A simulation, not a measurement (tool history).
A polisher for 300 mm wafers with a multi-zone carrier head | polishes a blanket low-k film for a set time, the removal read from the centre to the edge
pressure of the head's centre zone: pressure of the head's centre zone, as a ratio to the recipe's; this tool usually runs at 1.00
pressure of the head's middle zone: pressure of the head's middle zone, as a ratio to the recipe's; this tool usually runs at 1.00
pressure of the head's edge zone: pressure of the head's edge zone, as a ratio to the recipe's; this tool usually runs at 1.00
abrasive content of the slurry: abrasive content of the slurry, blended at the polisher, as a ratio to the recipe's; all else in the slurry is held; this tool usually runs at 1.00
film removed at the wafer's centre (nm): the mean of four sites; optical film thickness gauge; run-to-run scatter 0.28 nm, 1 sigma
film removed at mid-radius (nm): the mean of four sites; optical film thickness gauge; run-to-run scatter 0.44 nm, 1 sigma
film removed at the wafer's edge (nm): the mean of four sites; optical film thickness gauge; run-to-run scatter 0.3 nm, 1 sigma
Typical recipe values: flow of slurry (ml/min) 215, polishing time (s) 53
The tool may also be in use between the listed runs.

run	hour	flow of slurry (ml/min)	pressure of the head's centre zone	pressure of the head's middle zone	pressure of the head's edge zone	abrasive content of the slurry	polishing time (s)	incoming thickness of the incoming film, nm	film removed at the wafer's centre (nm)	film removed at mid-radius (nm)	film removed at the wafer's edge (nm)
1	0.0	215	1.00	1.00	1.00	1.00	53	438.6	29.5	30.3	30.8
2	14.1	215	1.00	1.00	1.00	1.00	68	436.8	38.1	38.8	39.4
3	28.7	215	1.00	1.00	1.00	1.00	68	437.5	37.9	38.4	39.5
4	50.8	215	0.92	1.00	1.00	0.80	53	445.6	25.4	27.3	28.5
5	67.3	215	0.92	1.00	1.00	0.80	53	449.5	24.9	27.3	28.1
# hour 80.1: slurry nozzle cleaned, repeated, since the last time left the tool worse
6	84.7	215	0.92	1.00	1.00	0.80	53	437.8	27.4	30.0	29.9
# hour 101.7: worn pad replaced by a new one
7	105.4	215	1.00	1.00	1.00	1.00	53	435.7	32.3	32.7	32.6
# hour 118.1: centre zone pressure recalibrated
8	127.8	275	1.00	1.00	1.00	1.00	53	442.2	33.2	33.6	32.4
9	145.4	215	1.00	1.00	1.00	0.90	44	443.7	25.5	26.6	26.3
10	180.6	215	1.00	1.00	1.07	1.00	39	442.2	23.4	24.3	24.7
# hour 217.5: edge zone pressure recalibrated
# hour 240.2: worn pad replaced by a new one
11	260.9	215	1.00	1.00	0.96	1.20	53	443.8	33.8	34.6	34.2
# hour 272.6: carrier head's membrane replaced by a new one
12	279.7	215	1.00	1.00	1.00	1.00	53	438.5	31.8	32.0	32.5
13	306.9	235	1.00	1.09	1.00	1.00	45	446.4	27.0	29.8	27.7
# hour 322.0: slurry nozzle cleaned
14	336.2	215	1.00	1.10	1.00	1.00	48	443.7	28.7	31.4	29.3
15	366.1	215	1.00	1.00	1.00	1.00	53	433.8	32.2	32.8	32.6
# hour 370.6: worn pad replaced by a new one
16	382.0	215	1.00	1.00	1.00	1.00	53	434.6	32.6	32.3	32.1
17	414.4	255	1.00	1.07	1.07	1.10	53	439.7	33.6	35.9	35.2
18	446.3	215	1.00	1.00	1.00	1.00	53	439.7	31.5	32.1	32.4
19	464.0	180	1.00	1.00	1.04	0.75	53	432.4	27.8	29.0	28.8
20	483.1	215	0.92	1.00	1.00	0.80	53	447.5	27.3	29.9	29.8
# hour 509.7: worn pad replaced by a new one
21	510.2	215	1.00	1.00	1.09	1.00	58	439.3	35.1	35.4	36.4

Run 22 has not been measured yet. What should we expect?
22	527.6	215	1.00	0.97	0.97	1.00	53	439.6	?	?	?

Run 22 yielded film removed at the wafer's centre (nm) 32.0, film removed at mid-radius (nm) 32.2, film removed at the wafer's edge (nm) 32.2.
With the hidden condition absent and the run-to-run variation left alone, this run would have shown film removed at the wafer's centre (nm) 32.6, film removed at mid-radius (nm) 32.8, film removed at the wafer's edge (nm) 32.6.
